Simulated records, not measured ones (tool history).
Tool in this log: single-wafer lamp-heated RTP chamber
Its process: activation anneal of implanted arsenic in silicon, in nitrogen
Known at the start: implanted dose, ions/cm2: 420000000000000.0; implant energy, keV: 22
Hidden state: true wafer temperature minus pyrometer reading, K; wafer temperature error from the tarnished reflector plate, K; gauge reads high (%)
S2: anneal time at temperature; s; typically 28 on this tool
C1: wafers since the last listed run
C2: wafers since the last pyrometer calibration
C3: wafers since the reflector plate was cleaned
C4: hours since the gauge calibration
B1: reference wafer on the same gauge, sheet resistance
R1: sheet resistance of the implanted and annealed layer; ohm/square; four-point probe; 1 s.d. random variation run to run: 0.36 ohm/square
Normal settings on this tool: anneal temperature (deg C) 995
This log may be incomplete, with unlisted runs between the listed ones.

{"run": 1, "hour": 0.0, "anneal temperature (deg C)": 1005, "S2": 28, "C1": 0, "C2": 334, "C3": 2344, "C4": 148.1, "B1": 280.02, "R1": 237.62}
{"run": 2, "hour": 24.5, "anneal temperature (deg C)": 995, "S2": 21, "C1": 368, "C2": 703, "C3": 2713, "C4": 172.6, "B1": 279.98, "R1": 239.87}
{"run": 3, "hour": 52.0, "anneal temperature (deg C)": 995, "S2": 21, "C1": 414, "C2": 1117, "C3": 3128, "C4": 200.1, "B1": 279.96, "R1": 238.88}
{"run": 4, "hour": 66.5, "anneal temperature (deg C)": 995, "S2": 28, "C1": 218, "C2": 1335, "C3": 3346, "C4": 214.6, "B1": 279.91, "R1": 237.56}
{"run": 5, "hour": 102.3, "anneal temperature (deg C)": 995, "S2": 28, "C1": 539, "C2": 1875, "C3": 3885, "C4": 250.4, "B1": 279.92, "R1": 237.29}
{"run": 6, "hour": 130.9, "anneal temperature (deg C)": 995, "S2": 28, "C1": 430, "C2": 2305, "C3": 4316, "C4": 279, "B1": 280.07, "R1": 237.51}
{"run": 7, "hour": 149.7, "anneal temperature (deg C)": 995, "S2": 28, "C1": 283, "C2": 2589, "C3": 4599, "C4": 297.8, "B1": 279.86, "R1": 237.51}
{"hour": 177.8, "done": "gauge calibrated"}
{"run": 8, "hour": 227.3, "anneal temperature (deg C)": 995, "S2": 28, "C1": 1168, "C2": 3757, "C3": 5768, "C4": 49.5, "B1": 280.08, "R1": 236.74}
{"run": 9, "hour": 253.3, "anneal temperature (deg C)": 978, "S2": 18, "C1": 391, "C2": 4149, "C3": 6159, "C4": 75.5, "B1": 280.09, "R1": 241.31}
{"run": 10, "hour": 268.7, "anneal temperature (deg C)": 965, "S2": 39, "C1": 231, "C2": 4381, "C3": 6391, "C4": 90.9, "B1": 279.95, "R1": 239.58}
{"hour": 282.0, "done": "reflector plate cleaned"}
{"run": 11, "hour": 298.8, "anneal temperature (deg C)": 979, "S2": 28, "C1": 332, "C2": 4714, "C3": 253, "C4": 121, "B1": 279.99, "R1": 239.45}
{"hour": 313.6, "done": "pyrometer window cleaned and pyrometer calibrated"}
{"run": 12, "hour": 320.2, "anneal temperature (deg C)": 995, "S2": 19, "C1": 201, "C2": 99, "C3": 455, "C4": 142.4, "B1": 280.2, "R1": 240.22}
{"run": 13, "hour": 353.5, "anneal temperature (deg C)": 995, "S2": 28, "C1": 501, "C2": 601, "C3": 956, "C4": 175.7, "B1": 279.92, "R1": 238.55}
{"run": 14, "hour": 369.3, "anneal temperature (deg C)": 995, "S2": 28, "C1": 237, "C2": 838, "C3": 1194, "C4": 191.5, "B1": 279.96, "R1": 238.34}
{"run": 15, "hour": 390.5, "anneal temperature (deg C)": 995, "S2": 28, "C1": 319, "C2": 1158, "C3": 1514, "C4": 212.7, "B1": 280, "R1": 238.78}
{"run": 16, "hour": 423.9, "anneal temperature (deg C)": 977, "S2": 16, "C1": 503, "C2": 1661, "C3": 2017, "C4": 246.1, "B1": 279.99, "R1": 242.42}

Predict each of these 3 candidate next runs independently; none follows another, all start after run 16:
{"run": "A", "hour": 424.3, "anneal temperature (deg C)": 995, "S2": 28, "C1": 6, "C2": 1667, "C3": 2023, "C4": 246.5, "B1": "?", "R1": "?"}
{"run": "B", "hour": 424.3, "anneal temperature (deg C)": 995, "S2": 43, "C1": 6, "C2": 1667, "C3": 2023, "C4": 246.5, "B1": "?", "R1": "?"}
{"run": "C", "hour": 424.3, "anneal temperature (deg C)": 986, "S2": 42, "C1": 6, "C2": 1667, "C3": 2023, "C4": 246.5, "B1": "?", "R1": "?"}

run=A B1=280.07 R1=237.79
run=B B1=280.07 R1=235.38
run=C B1=280.07 R1=236.74
Without the tool's unlogged condition, the same runs would have read:
run=A R1=238.64
run=B R1=236.43
run=C R1=237.7
